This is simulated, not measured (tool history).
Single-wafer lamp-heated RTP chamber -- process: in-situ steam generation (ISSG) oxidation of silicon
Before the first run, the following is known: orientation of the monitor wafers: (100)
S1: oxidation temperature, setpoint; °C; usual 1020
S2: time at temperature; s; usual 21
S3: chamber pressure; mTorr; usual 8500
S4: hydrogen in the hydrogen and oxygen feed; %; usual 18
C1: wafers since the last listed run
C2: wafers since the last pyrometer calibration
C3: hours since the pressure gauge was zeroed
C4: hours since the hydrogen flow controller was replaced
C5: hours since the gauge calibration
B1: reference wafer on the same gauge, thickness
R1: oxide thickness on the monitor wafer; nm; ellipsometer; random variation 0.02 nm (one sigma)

{"run": 1, "hour": 0.0, "S1": 1035, "S2": 21, "S3": 8500, "S4": 18, "C1": 0, "C2": 5491, "C3": 3288.3, "C4": 3642.9, "C5": 29, "B1": 5.404, "R1": 6.541}
{"run": 2, "hour": 12.7, "S1": 1020, "S2": 21, "S3": 8500, "S4": 18, "C1": 78, "C2": 5570, "C3": 3301, "C4": 3655.6, "C5": 41.7, "B1": 5.403, "R1": 6.102}
{"run": 3, "hour": 26.8, "S1": 1031, "S2": 21, "S3": 8500, "S4": 18, "C1": 87, "C2": 5657, "C3": 3315.1, "C4": 3669.7, "C5": 55.8, "B1": 5.405, "R1": 6.41}
{"run": 4, "hour": 55.0, "S1": 1031, "S2": 21, "S3": 8500, "S4": 18, "C1": 175, "C2": 5832, "C3": 3343.3, "C4": 3697.9, "C5": 84, "B1": 5.401, "R1": 6.443}
{"run": 5, "hour": 90.7, "S1": 1020, "S2": 21, "S3": 8500, "S4": 18, "C1": 221, "C2": 6054, "C3": 3379, "C4": 3733.6, "C5": 119.7, "B1": 5.403, "R1": 6.045}
{"run": 6, "hour": 118.4, "S1": 1020, "S2": 21, "S3": 8500, "S4": 18, "C1": 172, "C2": 6226, "C3": 3406.7, "C4": 3761.3, "C5": 147.4, "B1": 5.398, "R1": 6.058}
{"run": 7, "hour": 148.0, "S1": 1020, "S2": 21, "S3": 8500, "S4": 18, "C1": 183, "C2": 6410, "C3": 3436.3, "C4": 3790.9, "C5": 177, "B1": 5.402, "R1": 6.087}
{"run": 8, "hour": 162.6, "S1": 1020, "S2": 21, "S3": 8500, "S4": 18, "C1": 90, "C2": 6501, "C3": 3450.9, "C4": 3805.5, "C5": 191.6, "B1": 5.407, "R1": 6.058}
{"run": 9, "hour": 177.5, "S1": 1020, "S2": 21, "S3": 8500, "S4": 18, "C1": 92, "C2": 6593, "C3": 3465.8, "C4": 3820.4, "C5": 206.5, "B1": 5.401, "R1": 6.071}
{"run": 10, "hour": 197.7, "S1": 1020, "S2": 21, "S3": 8500, "S4": 12, "C1": 125, "C2": 6719, "C3": 3486, "C4": 3840.6, "C5": 226.7, "B1": 5.401, "R1": 5.543}
{"run": 11, "hour": 210.8, "S1": 1020, "S2": 21, "S3": 8500, "S4": 12, "C1": 81, "C2": 6800, "C3": 3499.1, "C4": 3853.7, "C5": 239.8, "B1": 5.397, "R1": 5.566}
{"run": 12, "hour": 223.8, "S1": 1020, "S2": 21, "S3": 8500, "S4": 18, "C1": 80, "C2": 6881, "C3": 3512.1, "C4": 3866.7, "C5": 252.8, "B1": 5.398, "R1": 6.074}
{"run": 13, "hour": 252.0, "S1": 1010, "S2": 29, "S3": 8000, "S4": 15, "C1": 175, "C2": 7056, "C3": 3540.3, "C4": 3894.9, "C5": 281, "B1": 5.398, "R1": 6.578}
{"run": 14, "hour": 276.3, "S1": 1020, "S2": 17, "S3": 8500, "S4": 27, "C1": 150, "C2": 7207, "C3": 3564.6, "C4": 3919.2, "C5": 305.3, "B1": 5.4, "R1": 6.012}
{"hour": 289.5, "done": "pressure gauge zeroed"}
{"hour": 298.9, "done": "pyrometer window cleaned and pyrometer calibrated"}
{"run": 15, "hour": 299.4, "S1": 1031, "S2": 27, "S3": 7200, "S4": 14, "C1": 44, "C2": 3, "C3": 9.9, "C4": 3942.3, "C5": 328.4, "B1": 5.411, "R1": 6.536}
{"run": 16, "hour": 309.5, "S1": 1020, "S2": 21, "S3": 8500, "S4": 25, "C1": 62, "C2": 65, "C3": 20, "C4": 3952.4, "C5": 338.5, "B1": 5.403, "R1": 6.206}
{"hour": 316.7, "done": "gauge calibrated"}
{"hour": 343.4, "done": "hydrogen flow controller replaced"}
{"run": 17, "hour": 343.9, "S1": 1020, "S2": 17, "S3": 8500, "S4": 27, "C1": 163, "C2": 229, "C3": 54.4, "C4": 0.5, "C5": 27.2, "B1": 5.398, "R1": 5.724}
{"run": 18, "hour": 354.8, "S1": 1020, "S2": 21, "S3": 9300, "S4": 18, "C1": 67, "C2": 297, "C3": 65.3, "C4": 11.4, "C5": 38.1, "B1": 5.402, "R1": 5.72}
{"run": 19, "hour": 373.9, "S1": 1028, "S2": 21, "S3": 8500, "S4": 18, "C1": 118, "C2": 416, "C3": 84.4, "C4": 30.5, "C5": 57.2, "B1": 5.405, "R1": 6.045}
{"run": 20, "hour": 393.3, "S1": 1020, "S2": 26, "S3": 8500, "S4": 18, "C1": 120, "C2": 536, "C3": 103.8, "C4": 49.9, "C5": 76.6, "B1": 5.39, "R1": 6.466}
{"run": 21, "hour": 416.4, "S1": 1011, "S2": 21, "S3": 8500, "S4": 22, "C1": 143, "C2": 680, "C3": 126.9, "C4": 73, "C5": 99.7, "B1": 5.397, "R1": 5.84}
{"run": 22, "hour": 429.5, "S1": 1020, "S2": 15, "S3": 8000, "S4": 18, "C1": 81, "C2": 761, "C3": 140, "C4": 86.1, "C5": 112.8, "B1": 5.397, "R1": 4.986}
{"run": 23, "hour": 459.7, "S1": 1020, "S2": 21, "S3": 7100, "S4": 27, "C1": 187, "C2": 949, "C3": 170.2, "C4": 116.3, "C5": 143, "B1": 5.389, "R1": 6.482}

Each row is a separate what-if for the run after 23, all from the same tool condition, not one after another. Results?
{"run": "A", "hour": 460.2, "S1": 1020, "S2": 19, "S3": 8500, "S4": 18, "C1": 3, "C2": 952, "C3": 170.7, "C4": 116.8, "C5": 143.5, "B1": "?", "R1": "?"}
{"run": "B", "hour": 460.2, "S1": 1020, "S2": 16, "S3": 8500, "S4": 18, "C1": 3, "C2": 952, "C3": 170.7, "C4": 116.8, "C5": 143.5, "B1": "?", "R1": "?"}
{"run": "C", "hour": 460.2, "S1": 1020, "S2": 21, "S3": 9100, "S4": 11, "C1": 3, "C2": 952, "C3": 170.7, "C4": 116.8, "C5": 143.5, "B1": "?", "R1": "?"}
{"run": "D", "hour": 460.2, "S1": 1035, "S2": 13, "S3": 8500, "S4": 22, "C1": 3, "C2": 952, "C3": 170.7, "C4": 116.8, "C5": 143.5, "B1": "?", "R1": "?"}
{"run": "E", "hour": 460.2, "S1": 1033, "S2": 21, "S3": 8500, "S4": 18, "C1": 3, "C2": 952, "C3": 170.7, "C4": 116.8, "C5": 143.5, "B1": "?", "R1": "?"}

run=A B1=5.398 R1=5.545
run=B B1=5.398 R1=5.1
run=C B1=5.398 R1=5.226
run=D B1=5.398 R1=5.18
run=E B1=5.398 R1=6.213
Had the tool no hidden state, the same runs would have come out as:
run=A R1=5.453
run=B R1=5.019
run=C R1=5.137
run=D R1=5.095
run=E R1=6.1

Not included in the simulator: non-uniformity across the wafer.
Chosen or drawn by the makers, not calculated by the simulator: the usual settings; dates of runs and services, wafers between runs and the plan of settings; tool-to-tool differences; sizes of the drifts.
